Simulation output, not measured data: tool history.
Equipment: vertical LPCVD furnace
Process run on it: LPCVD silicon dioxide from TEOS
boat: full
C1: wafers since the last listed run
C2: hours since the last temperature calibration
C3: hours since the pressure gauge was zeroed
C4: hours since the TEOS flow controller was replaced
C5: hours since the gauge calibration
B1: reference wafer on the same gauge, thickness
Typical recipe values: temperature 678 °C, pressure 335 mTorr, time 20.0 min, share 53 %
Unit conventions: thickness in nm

run 1 hour=0.0 | temperature=678 pressure=335 time=20.0 share=47 | C1=0 C2=2008.3 C3=794.5 C4=3035.8 C5=676.6 | B1=79.80 | thickness=67.69
run 2 hour=90.4 | temperature=678 pressure=335 time=20.0 share=47 | C1=2529 C2=2098.7 C3=884.9 C4=3126.2 C5=767.0 | B1=79.57 | thickness=67.72
-- hour=117.5 gauge calibrated
run 3 hour=192.3 | temperature=678 pressure=335 time=20.0 share=47 | C1=2851 C2=2200.6 C3=986.8 C4=3228.1 C5=74.8 | B1=81.35 | thickness=69.23
run 4 hour=268.5 | temperature=678 pressure=335 time=20.0 share=53 | C1=2132 C2=2276.8 C3=1063.0 C4=3304.3 C5=151.0 | B1=81.10 | thickness=73.66
run 5 hour=367.1 | temperature=678 pressure=380 time=20.0 share=48 | C1=2759 C2=2375.4 C3=1161.6 C4=3402.9 C5=249.6 | B1=80.86 | thickness=74.07
run 6 hour=440.5 | temperature=678 pressure=380 time=20.0 share=48 | C1=2053 C2=2448.8 C3=1235.0 C4=3476.3 C5=323.0 | B1=80.60 | thickness=74.13
run 7 hour=516.5 | temperature=678 pressure=335 time=20.0 share=53 | C1=2126 C2=2524.8 C3=1311.0 C4=3552.3 C5=399.0 | B1=80.41 | thickness=72.43
run 8 hour=599.6 | temperature=678 pressure=335 time=20.0 share=53 | C1=2325 C2=2607.9 C3=1394.1 C4=3635.4 C5=482.1 | B1=80.31 | thickness=72.54
run 9 hour=681.7 | temperature=682 pressure=335 time=15.5 share=53 | C1=2297 C2=2690.0 C3=1476.2 C4=3717.5 C5=564.2 | B1=80.04 | thickness=61.94
run 10 hour=770.1 | temperature=678 pressure=335 time=20.0 share=53 | C1=2473 C2=2778.4 C3=1564.6 C4=3805.9 C5=652.6 | B1=79.78 | thickness=72.25
run 11 hour=879.9 | temperature=678 pressure=335 time=20.0 share=53 | C1=3072 C2=2888.2 C3=1674.4 C4=3915.7 C5=762.4 | B1=79.49 | thickness=71.68
run 12 hour=919.8 | temperature=678 pressure=335 time=20.0 share=58 | C1=1116 C2=2928.1 C3=1714.3 C4=3955.6 C5=802.3 | B1=79.48 | thickness=74.94
run 13 hour=957.2 | temperature=678 pressure=335 time=20.0 share=53 | C1=1046 C2=2965.5 C3=1751.7 C4=3993.0 C5=839.7 | B1=79.22 | thickness=71.88
run 14 hour=1025.3 | temperature=686 pressure=335 time=25.0 share=61 | C1=1905 C2=3033.6 C3=1819.8 C4=4061.1 C5=907.8 | B1=79.17 | thickness=116.67
run 15 hour=1071.1 | temperature=688 pressure=370 time=13.5 share=53 | C1=1281 C2=3079.4 C3=1865.6 C4=4106.9 C5=953.6 | B1=79.09 | thickness=64.45
-- hour=1111.3 gauge calibrated
run 16 hour=1148.3 | temperature=678 pressure=310 time=20.0 share=59 | C1=2160 C2=3156.6 C3=1942.8 C4=4184.1 C5=37.0 | B1=81.13 | thickness=74.79
-- hour=1206.2 TEOS flow controller replaced
run 17 hour=1210.4 | temperature=684 pressure=375 time=24.5 share=59 | C1=1066 C2=3218.7 C3=2004.9 C4=4.2 C5=99.1 | B1=81.00 | thickness=116.34
run 18 hour=1257.8 | temperature=678 pressure=335 time=20.0 share=60 | C1=1326 C2=3266.1 C3=2052.3 C4=51.6 C5=146.5 | B1=80.84 | thickness=77.89
-- hour=1292.3 pressure gauge zeroed
run 19 hour=1315.7 | temperature=684 pressure=360 time=20.0 share=58 | C1=948 C2=3324.0 C3=23.4 C4=109.5 C5=204.4 | B1=80.66 | thickness=91.39
-- hour=1368.7 thermocouples replaced and temperature profile calibrated
run 20 hour=1369.2 | temperature=678 pressure=335 time=26.5 share=53 | C1=825 C2=0.5 C3=76.9 C4=163.0 C5=257.9 | B1=80.48 | thickness=96.56
run 21 hour=1449.2 | temperature=673 pressure=375 time=26.5 share=47 | C1=2238 C2=80.5 C3=156.9 C4=243.0 C5=337.9 | B1=80.32 | thickness=84.98
run 22 hour=1566.7 | temperature=688 pressure=370 time=13.5 share=53 | C1=3287 C2=198.0 C3=274.4 C4=360.5 C5=455.4 | B1=80.01 | thickness=65.51
run 23 hour=1640.2 | temperature=678 pressure=335 time=14.0 share=56 | C1=2056 C2=271.5 C3=347.9 C4=434.0 C5=528.9 | B1=79.78 | thickness=52.08
run 24 hour=1726.7 | temperature=678 pressure=415 time=20.0 share=58 | C1=2420 C2=358.0 C3=434.4 C4=520.5 C5=615.4 | B1=79.55 | thickness=84.09

Branching from run 24: 5 alternative next runs. What would each branch give?
run A hour=1729.9 | temperature=678 pressure=335 time=20.0 share=53 | C1=89 C2=361.2 C3=437.6 C4=523.7 C5=618.6 | B1=? | thickness=?
run B hour=1729.9 | temperature=685 pressure=375 time=16.5 share=59 | C1=89 C2=361.2 C3=437.6 C4=523.7 C5=618.6 | B1=? | thickness=?
run C hour=1729.9 | temperature=678 pressure=390 time=20.0 share=47 | C1=89 C2=361.2 C3=437.6 C4=523.7 C5=618.6 | B1=? | thickness=?
run D hour=1729.9 | temperature=675 pressure=335 time=17.5 share=49 | C1=89 C2=361.2 C3=437.6 C4=523.7 C5=618.6 | B1=? | thickness=?
run E hour=1729.9 | temperature=678 pressure=290 time=12.0 share=53 | C1=89 C2=361.2 C3=437.6 C4=523.7 C5=618.6 | B1=? | thickness=?

run=A B1=79.57 thickness=71.83
run=B B1=79.57 thickness=78.35
run=C B1=79.57 thickness=72.98
run=D B1=79.57 thickness=56.16
run=E B1=79.57 thickness=40.10
With no hidden state in the tool, these same runs would have given:
run=A thickness=73.58
run=B thickness=80.26
run=C thickness=74.76
run=D thickness=57.53
run=E thickness=41.08
